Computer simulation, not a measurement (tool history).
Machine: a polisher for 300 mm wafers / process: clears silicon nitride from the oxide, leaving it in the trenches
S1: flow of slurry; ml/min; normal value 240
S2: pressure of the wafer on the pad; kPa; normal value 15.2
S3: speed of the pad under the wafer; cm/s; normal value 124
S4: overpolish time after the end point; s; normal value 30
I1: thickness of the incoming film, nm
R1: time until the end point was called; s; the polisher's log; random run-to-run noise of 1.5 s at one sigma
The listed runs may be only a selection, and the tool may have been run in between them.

Run 1, hour 0.0: usual settings but S3 114 cm/s; I1 121.7. Result: R1 164.9 s.
Run 2, hour 51.9: usual settings but S3 150 cm/s, S4 44 s; I1 121.6. Result: R1 138.8 s.
Run 3, hour 91.3: usual settings; I1 118.5. Result: R1 153.6 s.
At hour 238.7: worn pad replaced by a new one.
Run 4, hour 293.5: usual settings; I1 118.8. Result: R1 154.4 s.
Run 5, hour 360.2: usual settings but S4 26 s; I1 119.5. Result: R1 152.5 s.
Run 6, hour 405.4: usual settings but S2 13.1 kPa; I1 119.8. Result: R1 173.5 s.
Run 7, hour 456.9: usual settings but S2 13.1 kPa; I1 119.9. Result: R1 177.4 s.
Run 8, hour 517.5: usual settings; I1 120.5. Result: R1 157.4 s.
At hour 534.8: worn pad replaced by a new one.
Run 9, hour 547.4: usual settings; I1 119.6. Result: R1 153.4 s.
Run 10, hour 585.1: usual settings; I1 122.3. Result: R1 159.4 s.
Run 11, hour 611.4: usual settings; I1 117.4. Result: R1 150.2 s.
At hour 626.3: slurry nozzle cleaned.
Run 12, hour 677.1: usual settings but S2 18.6 kPa; I1 120.3. Result: R1 129.5 s.
Run 13, hour 706.0: usual settings but S2 18.6 kPa; I1 122.2. Result: R1 130.5 s.
Run 14, hour 736.1: usual settings; I1 118.3. Result: R1 152.7 s.
Run 15, hour 770.5: usual settings but S2 13.1 kPa; I1 120.4. Result: R1 178.1 s.
At hour 822.0: worn pad replaced by a new one.
Run 16, hour 822.5: usual settings but S1 165 ml/min, S2 18.6 kPa, S3 142 cm/s, S4 12 s; I1 122.4. Result: R1 127.0 s.
Run 17, hour 852.8: usual settings but S2 9.7 kPa; I1 121.2. Result: R1 226.0 s.
Run 18, hour 880.0: usual settings; I1 121.1. Result: R1 157.6 s.
At hour 914.5: head pressure recalibrated.
Run 19, hour 948.9: usual settings but S1 295 ml/min, S3 162 cm/s; I1 118.2. Result: R1 125.8 s.
Run 20, hour 1010.7: usual settings but S1 260 ml/min, S3 104 cm/s, S4 37 s; I1 118.5. Result: R1 170.3 s.
Run 21, hour 1064.9: usual settings but S4 25 s; I1 120.1. Result: R1 154.2 s.
Run 22, hour 1127.4: usual settings but S1 310 ml/min, S2 16.5 kPa; I1 120.0. Result: R1 142.4 s.
At hour 1131.6: worn pad replaced by a new one.
Run 23, hour 1326.6: usual settings but S1 205 ml/min; I1 120.8. Result: R1 161.1 s.
At hour 1352.0: slurry nozzle cleaned.
Run 24, hour 1380.4: usual settings but S2 20.0 kPa, S3 108 cm/s; I1 122.1. Result: R1 131.8 s.
Run 25, hour 1411.2: usual settings; I1 119.7. Result: R1 155.7 s.
Run 26, hour 1453.8: usual settings but S1 205 ml/min, S2 12.4 kPa; I1 118.7. Result: R1 183.6 s.
At hour 1495.4: worn pad replaced by a new one.
Run 27, hour 1500.2: usual settings but S4 48 s; I1 120.3. Result: R1 153.9 s.
Run 28, hour 1563.3: usual settings but S1 265 ml/min, S2 13.8 kPa; I1 119.8. Result: R1 167.4 s.
Run 29, hour 1618.1: usual settings but S2 17.2 kPa; I1 121.4. Result: R1 137.4 s.

What if the next run were any one of these 4? Each begins from the tool's condition after run 29:
Run A, hour 1618.6: usual settings; I1 117.7. Result: R1 ?.
Run B, hour 1618.6: usual settings but S1 290 ml/min, S2 9.7 kPa, S3 154 cm/s, S4 45 s; I1 117.7. Result: R1 ?.
Run C, hour 1618.6: usual settings but S2 20.7 kPa, S3 82 cm/s; I1 117.7. Result: R1 ?.
Run D, hour 1618.6: usual settings but S1 185 ml/min, S2 18.6 kPa, S3 140 cm/s, S4 43 s; I1 117.7. Result: R1 ?.

run     R1
  A  151.5
  B  191.5
  C  143.7
  D  121.4
Had the tool no hidden state, the same runs would have come out as:
run     R1
  A  151.5
  B  191.5
  C  143.7
  D  121.4
